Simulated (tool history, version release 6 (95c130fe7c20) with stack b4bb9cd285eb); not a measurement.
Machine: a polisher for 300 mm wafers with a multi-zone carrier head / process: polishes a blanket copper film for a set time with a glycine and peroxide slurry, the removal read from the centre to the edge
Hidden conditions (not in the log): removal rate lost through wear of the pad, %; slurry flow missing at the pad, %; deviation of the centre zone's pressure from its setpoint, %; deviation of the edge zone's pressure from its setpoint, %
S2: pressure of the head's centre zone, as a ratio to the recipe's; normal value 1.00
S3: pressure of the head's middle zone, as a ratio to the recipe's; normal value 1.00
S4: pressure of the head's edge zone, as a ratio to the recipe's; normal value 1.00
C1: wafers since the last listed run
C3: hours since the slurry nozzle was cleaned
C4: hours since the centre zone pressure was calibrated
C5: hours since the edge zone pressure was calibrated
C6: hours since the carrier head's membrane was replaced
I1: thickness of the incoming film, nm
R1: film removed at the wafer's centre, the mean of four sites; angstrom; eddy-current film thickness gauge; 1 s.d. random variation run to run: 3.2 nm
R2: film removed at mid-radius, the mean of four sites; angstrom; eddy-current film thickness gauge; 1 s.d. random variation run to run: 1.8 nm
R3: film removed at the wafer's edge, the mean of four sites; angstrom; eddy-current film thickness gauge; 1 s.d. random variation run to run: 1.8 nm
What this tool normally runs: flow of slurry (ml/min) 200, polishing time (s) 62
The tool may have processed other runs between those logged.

{"run": 1, "hour": 0.0, "flow of slurry (ml/min)": 200, "S2": 1.0, "S3": 1.0, "S4": 1.0, "polishing time (s)": 62, "C1": 0, "wafers polished on this pad": 289, "C3": 344.1, "C4": 567.6, "C5": 346.6, "C6": 846.5, "I1": 1459.9, "R1": 2786, "R2": 2845, "R3": 2789}
{"run": 2, "hour": 87.4, "flow of slurry (ml/min)": 200, "S2": 1.0, "S3": 1.0, "S4": 1.0, "polishing time (s)": 62, "C1": 1133, "wafers polished on this pad": 1423, "C3": 431.5, "C4": 655.0, "C5": 434.0, "C6": 933.9, "I1": 1468.8, "R1": 2739, "R2": 2793, "R3": 2803}
{"hour": 209.9, "done": "carrier head's membrane replaced by a new one"}
{"hour": 268.6, "done": "edge zone pressure recalibrated"}
{"run": 3, "hour": 304.1, "flow of slurry (ml/min)": 200, "S2": 1.0, "S3": 0.89, "S4": 1.0, "polishing time (s)": 62, "C1": 2720, "wafers polished on this pad": 4144, "C3": 648.2, "C4": 871.7, "C5": 35.5, "C6": 94.2, "I1": 1497.9, "R1": 2650, "R2": 2544, "R3": 2742}
{"hour": 315.5, "done": "centre zone pressure recalibrated"}
{"run": 4, "hour": 360.8, "flow of slurry (ml/min)": 200, "S2": 1.0, "S3": 1.0, "S4": 1.0, "polishing time (s)": 62, "C1": 709, "wafers polished on this pad": 4854, "C3": 704.9, "C4": 45.3, "C5": 92.2, "C6": 150.9, "I1": 1487.9, "R1": 2667, "R2": 2734, "R3": 2754}
{"hour": 365.4, "done": "slurry nozzle cleaned"}
{"run": 5, "hour": 414.3, "flow of slurry (ml/min)": 200, "S2": 0.97, "S3": 1.0, "S4": 0.9, "polishing time (s)": 44, "C1": 681, "wafers polished on this pad": 5535, "C3": 48.9, "C4": 98.8, "C5": 145.7, "C6": 204.4, "I1": 1490.0, "R1": 2003, "R2": 2075, "R3": 1964}
{"run": 6, "hour": 459.3, "flow of slurry (ml/min)": 200, "S2": 0.96, "S3": 1.0, "S4": 1.0, "polishing time (s)": 50, "C1": 583, "wafers polished on this pad": 6119, "C3": 93.9, "C4": 143.8, "C5": 190.7, "C6": 249.4, "I1": 1496.7, "R1": 2197, "R2": 2365, "R3": 2324}
{"run": 7, "hour": 500.9, "flow of slurry (ml/min)": 200, "S2": 1.0, "S3": 1.11, "S4": 1.0, "polishing time (s)": 68, "C1": 539, "wafers polished on this pad": 6658, "C3": 135.5, "C4": 185.4, "C5": 232.3, "C6": 291.0, "I1": 1467.2, "R1": 3123, "R2": 3387, "R3": 3132}
{"hour": 548.9, "done": "worn pad replaced by a new one"}
{"run": 8, "hour": 574.5, "flow of slurry (ml/min)": 260, "S2": 0.93, "S3": 1.0, "S4": 1.0, "polishing time (s)": 76, "C1": 903, "wafers polished on this pad": 331, "C3": 209.1, "C4": 259.0, "C5": 305.9, "C6": 364.6, "I1": 1459.6, "R1": 3355, "R2": 3655, "R3": 3605}
{"run": 9, "hour": 660.4, "flow of slurry (ml/min)": 200, "S2": 1.0, "S3": 0.96, "S4": 1.0, "polishing time (s)": 62, "C1": 1114, "wafers polished on this pad": 1446, "C3": 295.0, "C4": 344.9, "C5": 391.8, "C6": 450.5, "I1": 1480.1, "R1": 2845, "R2": 2817, "R3": 2820}
{"run": 10, "hour": 764.4, "flow of slurry (ml/min)": 200, "S2": 0.96, "S3": 1.0, "S4": 1.0, "polishing time (s)": 70, "C1": 1349, "wafers polished on this pad": 2795, "C3": 399.0, "C4": 448.9, "C5": 495.8, "C6": 554.5, "I1": 1463.2, "R1": 3030, "R2": 3205, "R3": 3193}
{"run": 11, "hour": 811.1, "flow of slurry (ml/min)": 200, "S2": 0.94, "S3": 1.0, "S4": 1.0, "polishing time (s)": 62, "C1": 605, "wafers polished on this pad": 3401, "C3": 445.7, "C4": 495.6, "C5": 542.5, "C6": 601.2, "I1": 1497.1, "R1": 2624, "R2": 2817, "R3": 2791}
{"hour": 850.1, "done": "edge zone pressure recalibrated"}
{"run": 12, "hour": 883.6, "flow of slurry (ml/min)": 200, "S2": 0.97, "S3": 0.93, "S4": 1.0, "polishing time (s)": 62, "C1": 914, "wafers polished on this pad": 4316, "C3": 518.2, "C4": 568.1, "C5": 33.5, "C6": 673.7, "I1": 1481.2, "R1": 2675, "R2": 2678, "R3": 2805}
{"hour": 939.8, "done": "slurry nozzle cleaned"}
{"run": 13, "hour": 984.4, "flow of slurry (ml/min)": 200, "S2": 1.0, "S3": 1.0, "S4": 1.0, "polishing time (s)": 62, "C1": 1294, "wafers polished on this pad": 5611, "C3": 44.6, "C4": 668.9, "C5": 134.3, "C6": 774.5, "I1": 1500.9, "R1": 2876, "R2": 2893, "R3": 2835}
{"hour": 1089.5, "done": "centre zone pressure recalibrated"}
{"run": 14, "hour": 1090.0, "flow of slurry (ml/min)": 200, "S2": 1.0, "S3": 1.0, "S4": 1.0, "polishing time (s)": 62, "C1": 1344, "wafers polished on this pad": 6955, "C3": 150.2, "C4": 0.5, "C5": 239.9, "C6": 880.1, "I1": 1487.1, "R1": 2883, "R2": 2927, "R3": 2852}
{"hour": 1099.6, "done": "worn pad replaced by a new one"}
{"hour": 1156.4, "done": "carrier head's membrane replaced by a new one"}
{"run": 15, "hour": 1163.2, "flow of slurry (ml/min)": 200, "S2": 1.0, "S3": 1.0, "S4": 1.0, "polishing time (s)": 62, "C1": 832, "wafers polished on this pad": 760, "C3": 223.4, "C4": 73.7, "C5": 313.1, "C6": 6.8, "I1": 1484.1, "R1": 2776, "R2": 2866, "R3": 2881}
{"run": 16, "hour": 1237.6, "flow of slurry (ml/min)": 200, "S2": 1.0, "S3": 1.0, "S4": 1.11, "polishing time (s)": 62, "C1": 965, "wafers polished on this pad": 1726, "C3": 297.8, "C4": 148.1, "C5": 387.5, "C6": 81.2, "I1": 1483.4, "R1": 2864, "R2": 2889, "R3": 2971}
{"run": 17, "hour": 1320.4, "flow of slurry (ml/min)": 200, "S2": 1.0, "S3": 1.09, "S4": 1.0, "polishing time (s)": 62, "C1": 1074, "wafers polished on this pad": 2800, "C3": 380.6, "C4": 230.9, "C5": 470.3, "C6": 164.0, "I1": 1480.6, "R1": 2755, "R2": 2993, "R3": 2844}
{"hour": 1335.3, "done": "edge zone pressure recalibrated"}
{"run": 18, "hour": 1381.7, "flow of slurry (ml/min)": 245, "S2": 1.0, "S3": 1.11, "S4": 1.0, "polishing time (s)": 44, "C1": 769, "wafers polished on this pad": 3569, "C3": 441.9, "C4": 292.2, "C5": 46.4, "C6": 225.3, "I1": 1502.3, "R1": 2023, "R2": 2227, "R3": 2044}
{"run": 19, "hour": 1452.2, "flow of slurry (ml/min)": 200, "S2": 1.0, "S3": 1.0, "S4": 0.96, "polishing time (s)": 76, "C1": 914, "wafers polished on this pad": 4484, "C3": 512.4, "C4": 362.7, "C5": 116.9, "C6": 295.8, "I1": 1478.0, "R1": 3373, "R2": 3465, "R3": 3355}
{"run": 20, "hour": 1551.8, "flow of slurry (ml/min)": 220, "S2": 1.0, "S3": 1.0, "S4": 1.06, "polishing time (s)": 62, "C1": 1292, "wafers polished on this pad": 5776, "C3": 612.0, "C4": 462.3, "C5": 216.5, "C6": 395.4, "I1": 1457.0, "R1": 2854, "R2": 2840, "R3": 2912}
{"hour": 1615.3, "done": "worn pad replaced by a new one"}
{"hour": 1628.3, "done": "slurry nozzle cleaned"}
{"run": 21, "hour": 1659.1, "flow of slurry (ml/min)": 200, "S2": 1.0, "S3": 1.0, "S4": 1.0, "polishing time (s)": 62, "C1": 1327, "wafers polished on this pad": 555, "C3": 30.8, "C4": 569.6, "C5": 323.8, "C6": 502.7, "I1": 1478.7, "R1": 2894, "R2": 2934, "R3": 2861}
{"run": 22, "hour": 1710.1, "flow of slurry (ml/min)": 200, "S2": 0.88, "S3": 1.06, "S4": 1.0, "polishing time (s)": 56, "C1": 661, "wafers polished on this pad": 1217, "C3": 81.8, "C4": 620.6, "C5": 374.8, "C6": 553.7, "I1": 1492.9, "R1": 2310, "R2": 2726, "R3": 2566}

How the hidden state differs across the entries between the runs, from the last listed run before each to the first after it:
Runs 2 to 3: carrier head's membrane replaced by a new one (hour 209.9); edge zone pressure recalibrated (hour 268.6)
  slurry flow missing at the pad, %: 24.9 -> 34.9
  measured value less the no-hidden-state value, R1: -138 -> -216 angstrom; R2: -125 -> -183 angstrom; R3: -91 -> -143 angstrom
Runs 3 to 4: centre zone pressure recalibrated (hour 315.5)
  slurry flow missing at the pad, %: 34.9 -> 37.5
  measured value less the no-hidden-state value, R1: -216 -> -243 angstrom; R2: -183 -> -220 angstrom; R3: -143 -> -160 angstrom
Runs 4 to 5: slurry nozzle cleaned (hour 365.4)
  slurry flow missing at the pad, %: 37.5 -> 3.83
  measured value less the no-hidden-state value, R1: -243 -> -12 angstrom; R2: -220 -> -11 angstrom; R3: -160 -> -8 angstrom
Runs 7 to 8: worn pad replaced by a new one (hour 548.9)
  slurry flow missing at the pad, %: 7.82 -> 11.2
  measured value less the no-hidden-state value, R1: -40 -> -50 angstrom; R2: -38 -> -49 angstrom; R3: -26 -> -36 angstrom
Runs 11 to 12: edge zone pressure recalibrated (hour 850.1)
  slurry flow missing at the pad, %: 22.1 -> 25.4
  measured value less the no-hidden-state value, R1: -113 -> -138 angstrom; R2: -108 -> -123 angstrom; R3: -78 -> -94 angstrom
Runs 12 to 13: slurry nozzle cleaned (hour 939.8)
  slurry flow missing at the pad, %: 25.4 -> 2.9
  measured value less the no-hidden-state value, R1: -138 -> -13 angstrom; R2: -123 -> -12 angstrom; R3: -94 -> -9 angstrom
Runs 13 to 14: centre zone pressure recalibrated (hour 1089.5)
  slurry flow missing at the pad, %: 2.9 -> 7.76
  measured value less the no-hidden-state value, R1: -13 -> -37 angstrom; R2: -12 -> -33 angstrom; R3: -9 -> -24 angstrom
Runs 14 to 15: worn pad replaced by a new one (hour 1099.6); carrier head's membrane replaced by a new one (hour 1156.4)
  slurry flow missing at the pad, %: 7.76 -> 11.1
  measured value less the no-hidden-state value, R1: -37 -> -53 angstrom; R2: -33 -> -48 angstrom; R3: -24 -> -36 angstrom
Runs 17 to 18: edge zone pressure recalibrated (hour 1335.3)
  slurry flow missing at the pad, %: 18.4 -> 21.2
  measured value less the no-hidden-state value, R1: -94 -> -68 angstrom; R2: -91 -> -67 angstrom; R3: -63 -> -46 angstrom
Runs 20 to 21: worn pad replaced by a new one (hour 1615.3); slurry nozzle cleaned (hour 1628.3)
  slurry flow missing at the pad, %: 29 -> 3.34
  measured value less the no-hidden-state value, R1: -162 -> -16 angstrom; R2: -142 -> -14 angstrom; R3: -108 -> -9 angstrom
